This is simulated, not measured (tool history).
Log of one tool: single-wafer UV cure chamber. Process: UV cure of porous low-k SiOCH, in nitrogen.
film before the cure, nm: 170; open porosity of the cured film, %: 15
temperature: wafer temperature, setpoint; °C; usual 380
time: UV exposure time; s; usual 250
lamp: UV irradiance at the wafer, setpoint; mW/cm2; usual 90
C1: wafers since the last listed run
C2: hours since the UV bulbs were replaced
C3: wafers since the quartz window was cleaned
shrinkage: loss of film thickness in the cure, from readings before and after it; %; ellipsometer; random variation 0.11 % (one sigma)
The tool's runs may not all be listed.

{"run": 1, "day": 0.0, "temperature": 380, "time": 250, "lamp": 90, "C1": 0, "C2": 2290.4, "C3": 2926, "shrinkage": 8.572}
{"day": 0.917, "done": "quartz window cleaned"}
{"run": 2, "day": 0.938, "temperature": 380, "time": 250, "lamp": 90, "C1": 113, "C2": 2312.9, "C3": 3, "shrinkage": 9.31}
{"run": 3, "day": 1.875, "temperature": 380, "time": 250, "lamp": 90, "C1": 176, "C2": 2335.4, "C3": 179, "shrinkage": 9.271}
{"run": 4, "day": 3.017, "temperature": 380, "time": 250, "lamp": 90, "C1": 214, "C2": 2362.8, "C3": 394, "shrinkage": 9.177}
{"run": 5, "day": 3.538, "temperature": 380, "time": 250, "lamp": 90, "C1": 97, "C2": 2375.3, "C3": 492, "shrinkage": 9.272}
{"run": 6, "day": 5.0, "temperature": 380, "time": 250, "lamp": 90, "C1": 275, "C2": 2410.4, "C3": 767, "shrinkage": 9.158}
{"run": 7, "day": 5.746, "temperature": 380, "time": 250, "lamp": 90, "C1": 140, "C2": 2428.3, "C3": 908, "shrinkage": 8.945}
{"run": 8, "day": 7.167, "temperature": 380, "time": 250, "lamp": 90, "C1": 267, "C2": 2462.4, "C3": 1175, "shrinkage": 9.167}
{"run": 9, "day": 7.671, "temperature": 380, "time": 250, "lamp": 114, "C1": 94, "C2": 2474.5, "C3": 1270, "shrinkage": 9.944}
{"run": 10, "day": 8.304, "temperature": 380, "time": 250, "lamp": 114, "C1": 119, "C2": 2489.7, "C3": 1389, "shrinkage": 9.969}
{"run": 11, "day": 9.367, "temperature": 380, "time": 250, "lamp": 90, "C1": 199, "C2": 2515.2, "C3": 1589, "shrinkage": 8.841}
{"run": 12, "day": 10.854, "temperature": 380, "time": 250, "lamp": 90, "C1": 279, "C2": 2550.9, "C3": 1869, "shrinkage": 8.937}
{"run": 13, "day": 11.575, "temperature": 380, "time": 250, "lamp": 90, "C1": 135, "C2": 2568.2, "C3": 2004, "shrinkage": 8.763}
{"run": 14, "day": 12.5, "temperature": 380, "time": 250, "lamp": 90, "C1": 174, "C2": 2590.4, "C3": 2178, "shrinkage": 8.605}
{"run": 15, "day": 13.417, "temperature": 380, "time": 250, "lamp": 90, "C1": 172, "C2": 2612.4, "C3": 2351, "shrinkage": 8.696}
{"run": 16, "day": 14.912, "temperature": 380, "time": 250, "lamp": 81, "C1": 281, "C2": 2648.3, "C3": 2632, "shrinkage": 8.363}
{"run": 17, "day": 16.038, "temperature": 380, "time": 250, "lamp": 90, "C1": 211, "C2": 2675.3, "C3": 2844, "shrinkage": 8.397}
{"run": 18, "day": 16.596, "temperature": 380, "time": 250, "lamp": 90, "C1": 105, "C2": 2688.7, "C3": 2949, "shrinkage": 8.444}
{"run": 19, "day": 17.342, "temperature": 380, "time": 250, "lamp": 90, "C1": 140, "C2": 2706.6, "C3": 3089, "shrinkage": 8.277}
{"day": 18.729, "done": "quartz window cleaned"}
{"run": 20, "day": 18.75, "temperature": 387, "time": 250, "lamp": 65, "C1": 202, "C2": 2740.4, "C3": 4, "shrinkage": 7.819}
{"run": 21, "day": 19.242, "temperature": 387, "time": 250, "lamp": 65, "C1": 92, "C2": 2752.2, "C3": 96, "shrinkage": 7.624}
{"run": 22, "day": 20.596, "temperature": 373, "time": 155, "lamp": 90, "C1": 254, "C2": 2784.7, "C3": 351, "shrinkage": 6.972}
{"run": 23, "day": 21.912, "temperature": 380, "time": 250, "lamp": 90, "C1": 247, "C2": 2816.3, "C3": 599, "shrinkage": 8.944}
{"run": 24, "day": 23.088, "temperature": 392, "time": 110, "lamp": 69, "C1": 221, "C2": 2844.5, "C3": 820, "shrinkage": 4.958}
{"run": 25, "day": 24.054, "temperature": 380, "time": 250, "lamp": 90, "C1": 181, "C2": 2867.7, "C3": 1002, "shrinkage": 8.763}
{"run": 26, "day": 24.712, "temperature": 380, "time": 250, "lamp": 114, "C1": 123, "C2": 2883.5, "C3": 1125, "shrinkage": 9.631}
{"run": 27, "day": 25.792, "temperature": 380, "time": 250, "lamp": 90, "C1": 203, "C2": 2909.4, "C3": 1329, "shrinkage": 8.742}
{"day": 27.262, "done": "UV bulbs replaced"}
{"run": 28, "day": 27.283, "temperature": 380, "time": 250, "lamp": 90, "C1": 217, "C2": 0.5, "C3": 1546, "shrinkage": 10.692}
{"run": 29, "day": 28.133, "temperature": 380, "time": 345, "lamp": 126, "C1": 159, "C2": 20.9, "C3": 1706, "shrinkage": 13.527}
{"run": 30, "day": 29.588, "temperature": 380, "time": 250, "lamp": 90, "C1": 273, "C2": 55.8, "C3": 1980, "shrinkage": 10.301}
{"run": 31, "day": 30.383, "temperature": 380, "time": 135, "lamp": 90, "C1": 149, "C2": 74.9, "C3": 2130, "shrinkage": 8.061}
{"run": 32, "day": 31.088, "temperature": 367, "time": 205, "lamp": 69, "C1": 132, "C2": 91.8, "C3": 2262, "shrinkage": 8.376}
{"run": 33, "day": 33.9, "temperature": 387, "time": 330, "lamp": 115, "C1": 529, "C2": 159.3, "C3": 2791, "shrinkage": 12.598}
{"run": 34, "day": 34.892, "temperature": 380, "time": 295, "lamp": 90, "C1": 186, "C2": 183.1, "C3": 2978, "shrinkage": 10.878}
{"day": 35.479, "done": "quartz window cleaned"}
{"run": 35, "day": 35.896, "temperature": 380, "time": 175, "lamp": 66, "C1": 126, "C2": 207.2, "C3": 78, "shrinkage": 8.008}
{"run": 36, "day": 36.604, "temperature": 394, "time": 135, "lamp": 101, "C1": 133, "C2": 224.2, "C3": 211, "shrinkage": 8.791}
{"run": 37, "day": 37.879, "temperature": 395, "time": 185, "lamp": 77, "C1": 239, "C2": 254.8, "C3": 451, "shrinkage": 9.073}
{"run": 38, "day": 38.796, "temperature": 367, "time": 395, "lamp": 103, "C1": 172, "C2": 276.8, "C3": 623, "shrinkage": 12.907}
{"run": 39, "day": 40.021, "temperature": 380, "time": 250, "lamp": 125, "C1": 230, "C2": 306.2, "C3": 854, "shrinkage": 12.112}
{"run": 40, "day": 40.729, "temperature": 365, "time": 335, "lamp": 51, "C1": 133, "C2": 323.2, "C3": 987, "shrinkage": 9.115}
{"run": 41, "day": 41.583, "temperature": 387, "time": 250, "lamp": 65, "C1": 160, "C2": 343.7, "C3": 1148, "shrinkage": 9.285}
{"run": 42, "day": 42.804, "temperature": 380, "time": 250, "lamp": 90, "C1": 229, "C2": 373, "C3": 1378, "shrinkage": 10.598}
{"run": 43, "day": 44.158, "temperature": 380, "time": 250, "lamp": 90, "C1": 254, "C2": 405.5, "C3": 1632, "shrinkage": 10.536}
{"run": 44, "day": 44.725, "temperature": 392, "time": 150, "lamp": 119, "C1": 106, "C2": 419.1, "C3": 1739, "shrinkage": 9.52}

Forecast each of these 3 alternatives for the next run:
{"run": "A", "day": 44.746, "temperature": 380, "time": 375, "lamp": 90, "C1": 3, "C2": 419.6, "C3": 1743, "shrinkage": "?"}
{"run": "B", "day": 44.746, "temperature": 386, "time": 340, "lamp": 129, "C1": 3, "C2": 419.6, "C3": 1743, "shrinkage": "?"}
{"run": "C", "day": 44.746, "temperature": 380, "time": 330, "lamp": 51, "C1": 3, "C2": 419.6, "C3": 1743, "shrinkage": "?"}

run=A shrinkage=12.318
run=B shrinkage=13.632
run=C shrinkage=9.282
Without the tool's hidden state the same runs would have given:
run=A shrinkage=12.849
run=B shrinkage=14.174
run=C shrinkage=9.771
